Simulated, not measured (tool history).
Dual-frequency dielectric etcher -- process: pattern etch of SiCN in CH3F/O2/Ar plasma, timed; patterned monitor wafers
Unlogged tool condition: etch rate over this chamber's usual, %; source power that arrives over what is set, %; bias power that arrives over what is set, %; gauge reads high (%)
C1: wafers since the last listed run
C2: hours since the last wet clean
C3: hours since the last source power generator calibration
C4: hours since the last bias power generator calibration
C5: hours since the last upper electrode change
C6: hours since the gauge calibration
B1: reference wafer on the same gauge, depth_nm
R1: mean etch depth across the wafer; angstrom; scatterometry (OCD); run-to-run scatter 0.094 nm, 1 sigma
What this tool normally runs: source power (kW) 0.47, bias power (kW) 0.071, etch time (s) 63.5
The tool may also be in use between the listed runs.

{"run": 1, "hour": 0.0, "source power (kW)": 0.47, "bias power (kW)": 0.08, "etch time (s)": 63.5, "C1": 0, "C2": 293.4, "C3": 462.1, "C4": 1934.2, "C5": 2016.8, "C6": 455.7, "B1": 24.31, "R1": 247.6}
{"run": 2, "hour": 42.8, "source power (kW)": 0.47, "bias power (kW)": 0.08, "etch time (s)": 63.5, "C1": 369, "C2": 336.2, "C3": 504.9, "C4": 1977, "C5": 2059.6, "C6": 498.5, "B1": 24.32, "R1": 247.7}
{"hour": 312.9, "done": "wet clean of the chamber"}
{"run": 3, "hour": 361.5, "source power (kW)": 0.47, "bias power (kW)": 0.062, "etch time (s)": 63.5, "C1": 2541, "C2": 48.6, "C3": 823.6, "C4": 2295.7, "C5": 2378.3, "C6": 817.2, "B1": 24.28, "R1": 224.6}
{"run": 4, "hour": 462.5, "source power (kW)": 0.47, "bias power (kW)": 0.062, "etch time (s)": 63.5, "C1": 871, "C2": 149.6, "C3": 924.6, "C4": 2396.7, "C5": 2479.3, "C6": 918.2, "B1": 24.31, "R1": 227.6}
{"run": 5, "hour": 557.5, "source power (kW)": 0.41, "bias power (kW)": 0.071, "etch time (s)": 63.5, "C1": 819, "C2": 244.6, "C3": 1019.6, "C4": 2491.7, "C5": 2574.3, "C6": 1013.2, "B1": 24.29, "R1": 221.7}
{"run": 6, "hour": 612.4, "source power (kW)": 0.55, "bias power (kW)": 0.071, "etch time (s)": 63.5, "C1": 473, "C2": 299.5, "C3": 1074.5, "C4": 2546.6, "C5": 2629.2, "C6": 1068.1, "B1": 24.32, "R1": 262.5}
{"run": 7, "hour": 710.4, "source power (kW)": 0.55, "bias power (kW)": 0.071, "etch time (s)": 63.5, "C1": 845, "C2": 397.5, "C3": 1172.5, "C4": 2644.6, "C5": 2727.2, "C6": 1166.1, "B1": 24.29, "R1": 263.1}
{"run": 8, "hour": 801.2, "source power (kW)": 0.47, "bias power (kW)": 0.071, "etch time (s)": 63.5, "C1": 783, "C2": 488.3, "C3": 1263.3, "C4": 2735.4, "C5": 2818, "C6": 1256.9, "B1": 24.31, "R1": 241.3}
{"hour": 892.6, "done": "wet clean of the chamber"}
{"hour": 911.2, "done": "upper electrode replaced"}
{"run": 9, "hour": 911.7, "source power (kW)": 0.47, "bias power (kW)": 0.071, "etch time (s)": 63.5, "C1": 585, "C2": 19.1, "C3": 1373.8, "C4": 2845.9, "C5": 0.5, "C6": 1367.4, "B1": 24.31, "R1": 236.5}
{"run": 10, "hour": 952.7, "source power (kW)": 0.47, "bias power (kW)": 0.071, "etch time (s)": 63.5, "C1": 353, "C2": 60.1, "C3": 1414.8, "C4": 2886.9, "C5": 41.5, "C6": 1408.4, "B1": 24.29, "R1": 237.7}
{"run": 11, "hour": 1129.6, "source power (kW)": 0.47, "bias power (kW)": 0.071, "etch time (s)": 63.5, "C1": 1525, "C2": 237, "C3": 1591.7, "C4": 3063.8, "C5": 218.4, "C6": 1585.3, "B1": 24.3, "R1": 241.4}
{"run": 12, "hour": 1215.5, "source power (kW)": 0.47, "bias power (kW)": 0.071, "etch time (s)": 63.5, "C1": 740, "C2": 322.9, "C3": 1677.6, "C4": 3149.7, "C5": 304.3, "C6": 1671.2, "B1": 24.27, "R1": 243.5}
{"hour": 1221.7, "done": "source power generator calibrated"}
{"run": 13, "hour": 1488.4, "source power (kW)": 0.56, "bias power (kW)": 0.053, "etch time (s)": 45.5, "C1": 2318, "C2": 595.8, "C3": 266.7, "C4": 3422.6, "C5": 577.2, "C6": 1944.1, "B1": 24.3, "R1": 176.8}
{"hour": 1519.0, "done": "gauge calibrated"}
{"hour": 1523.3, "done": "wet clean of the chamber"}
{"run": 14, "hour": 1582.3, "source power (kW)": 0.47, "bias power (kW)": 0.071, "etch time (s)": 58.5, "C1": 602, "C2": 59, "C3": 360.6, "C4": 3516.5, "C5": 671.1, "C6": 63.3, "B1": 24.28, "R1": 217.3}
{"hour": 1587.9, "done": "bias power generator calibrated"}
{"run": 15, "hour": 1666.2, "source power (kW)": 0.56, "bias power (kW)": 0.082, "etch time (s)": 80, "C1": 689, "C2": 142.9, "C3": 444.5, "C4": 78.3, "C5": 755, "C6": 147.2, "B1": 24.3, "R1": 343.9}
{"run": 16, "hour": 1729.6, "source power (kW)": 0.47, "bias power (kW)": 0.071, "etch time (s)": 63.5, "C1": 546, "C2": 206.3, "C3": 507.9, "C4": 141.7, "C5": 818.4, "C6": 210.6, "B1": 24.3, "R1": 236.9}
{"run": 17, "hour": 1790.7, "source power (kW)": 0.4, "bias power (kW)": 0.08, "etch time (s)": 55, "C1": 526, "C2": 267.4, "C3": 569, "C4": 202.8, "C5": 879.5, "C6": 271.7, "B1": 24.3, "R1": 195.6}
{"run": 18, "hour": 1884.0, "source power (kW)": 0.39, "bias power (kW)": 0.065, "etch time (s)": 52, "C1": 804, "C2": 360.7, "C3": 662.3, "C4": 296.1, "C5": 972.8, "C6": 365, "B1": 24.29, "R1": 171.4}
{"run": 19, "hour": 1925.2, "source power (kW)": 0.56, "bias power (kW)": 0.086, "etch time (s)": 63.5, "C1": 355, "C2": 401.9, "C3": 703.5, "C4": 337.3, "C5": 1014, "C6": 406.2, "B1": 24.32, "R1": 281.2}
{"run": 20, "hour": 2015.5, "source power (kW)": 0.47, "bias power (kW)": 0.076, "etch time (s)": 46.5, "C1": 778, "C2": 492.2, "C3": 793.8, "C4": 427.6, "C5": 1104.3, "C6": 496.5, "B1": 24.34, "R1": 181.3}
{"hour": 2094.6, "done": "wet clean of the chamber"}
{"run": 21, "hour": 2119.3, "source power (kW)": 0.41, "bias power (kW)": 0.088, "etch time (s)": 49.5, "C1": 688, "C2": 24.7, "C3": 897.6, "C4": 531.4, "C5": 1208.1, "C6": 600.3, "B1": 24.29, "R1": 182.7}
{"run": 22, "hour": 2156.1, "source power (kW)": 0.47, "bias power (kW)": 0.071, "etch time (s)": 63.5, "C1": 317, "C2": 61.5, "C3": 934.4, "C4": 568.2, "C5": 1244.9, "C6": 637.1, "B1": 24.31, "R1": 236.6}
{"run": 23, "hour": 2209.2, "source power (kW)": 0.47, "bias power (kW)": 0.071, "etch time (s)": 63.5, "C1": 457, "C2": 114.6, "C3": 987.5, "C4": 621.3, "C5": 1298, "C6": 690.2, "B1": 24.29, "R1": 236.4}
{"run": 24, "hour": 2260.1, "source power (kW)": 0.47, "bias power (kW)": 0.071, "etch time (s)": 63.5, "C1": 438, "C2": 165.5, "C3": 1038.4, "C4": 672.2, "C5": 1348.9, "C6": 741.1, "B1": 24.29, "R1": 237.3}
{"run": 25, "hour": 2306.4, "source power (kW)": 0.47, "bias power (kW)": 0.071, "etch time (s)": 63.5, "C1": 399, "C2": 211.8, "C3": 1084.7, "C4": 718.5, "C5": 1395.2, "C6": 787.4, "B1": 24.3, "R1": 239.5}
{"run": 26, "hour": 2357.1, "source power (kW)": 0.47, "bias power (kW)": 0.071, "etch time (s)": 48, "C1": 437, "C2": 262.5, "C3": 1135.4, "C4": 769.2, "C5": 1445.9, "C6": 838.1, "B1": 24.3, "R1": 181}
{"run": 27, "hour": 2410.8, "source power (kW)": 0.47, "bias power (kW)": 0.061, "etch time (s)": 63.5, "C1": 463, "C2": 316.2, "C3": 1189.1, "C4": 822.9, "C5": 1499.6, "C6": 891.8, "B1": 24.27, "R1": 227.2}
{"run": 28, "hour": 2484.2, "source power (kW)": 0.55, "bias power (kW)": 0.071, "etch time (s)": 68.5, "C1": 632, "C2": 389.6, "C3": 1262.5, "C4": 896.3, "C5": 1573, "C6": 965.2, "B1": 24.27, "R1": 282.6}
{"run": 29, "hour": 2528.4, "source power (kW)": 0.53, "bias power (kW)": 0.088, "etch time (s)": 48, "C1": 381, "C2": 433.8, "C3": 1306.7, "C4": 940.5, "C5": 1617.2, "C6": 1009.4, "B1": 24.29, "R1": 207.7}
{"run": 30, "hour": 2568.2, "source power (kW)": 0.55, "bias power (kW)": 0.071, "etch time (s)": 63.5, "C1": 343, "C2": 473.6, "C3": 1346.5, "C4": 980.3, "C5": 1657, "C6": 1049.2, "B1": 24.27, "R1": 263.7}

Alternative continuations, all from the tool just after run 30; predict every row:
{"run": "A", "hour": 2568.6, "source power (kW)": 0.37, "bias power (kW)": 0.071, "etch time (s)": 63.5, "C1": 3, "C2": 474, "C3": 1346.9, "C4": 980.7, "C5": 1657.4, "C6": 1049.6, "B1": "?", "R1": "?"}
{"run": "B", "hour": 2568.6, "source power (kW)": 0.35, "bias power (kW)": 0.063, "etch time (s)": 69.5, "C1": 3, "C2": 474, "C3": 1346.9, "C4": 980.7, "C5": 1657.4, "C6": 1049.6, "B1": "?", "R1": "?"}
{"run": "C", "hour": 2568.6, "source power (kW)": 0.47, "bias power (kW)": 0.083, "etch time (s)": 68.5, "C1": 3, "C2": 474, "C3": 1346.9, "C4": 980.7, "C5": 1657.4, "C6": 1049.6, "B1": "?", "R1": "?"}
{"run": "D", "hour": 2568.6, "source power (kW)": 0.43, "bias power (kW)": 0.064, "etch time (s)": 76, "C1": 3, "C2": 474, "C3": 1346.9, "C4": 980.7, "C5": 1657.4, "C6": 1049.6, "B1": "?", "R1": "?"}

run=A B1=24.32 R1=211.4
run=B B1=24.32 R1=214.5
run=C B1=24.32 R1=277.1
run=D B1=24.32 R1=268.6
With the hidden condition removed and each run's random variation left untouched, the same runs would have given:
run=A R1=206.4
run=B R1=209.5
run=C R1=270.5
run=D R1=262.2

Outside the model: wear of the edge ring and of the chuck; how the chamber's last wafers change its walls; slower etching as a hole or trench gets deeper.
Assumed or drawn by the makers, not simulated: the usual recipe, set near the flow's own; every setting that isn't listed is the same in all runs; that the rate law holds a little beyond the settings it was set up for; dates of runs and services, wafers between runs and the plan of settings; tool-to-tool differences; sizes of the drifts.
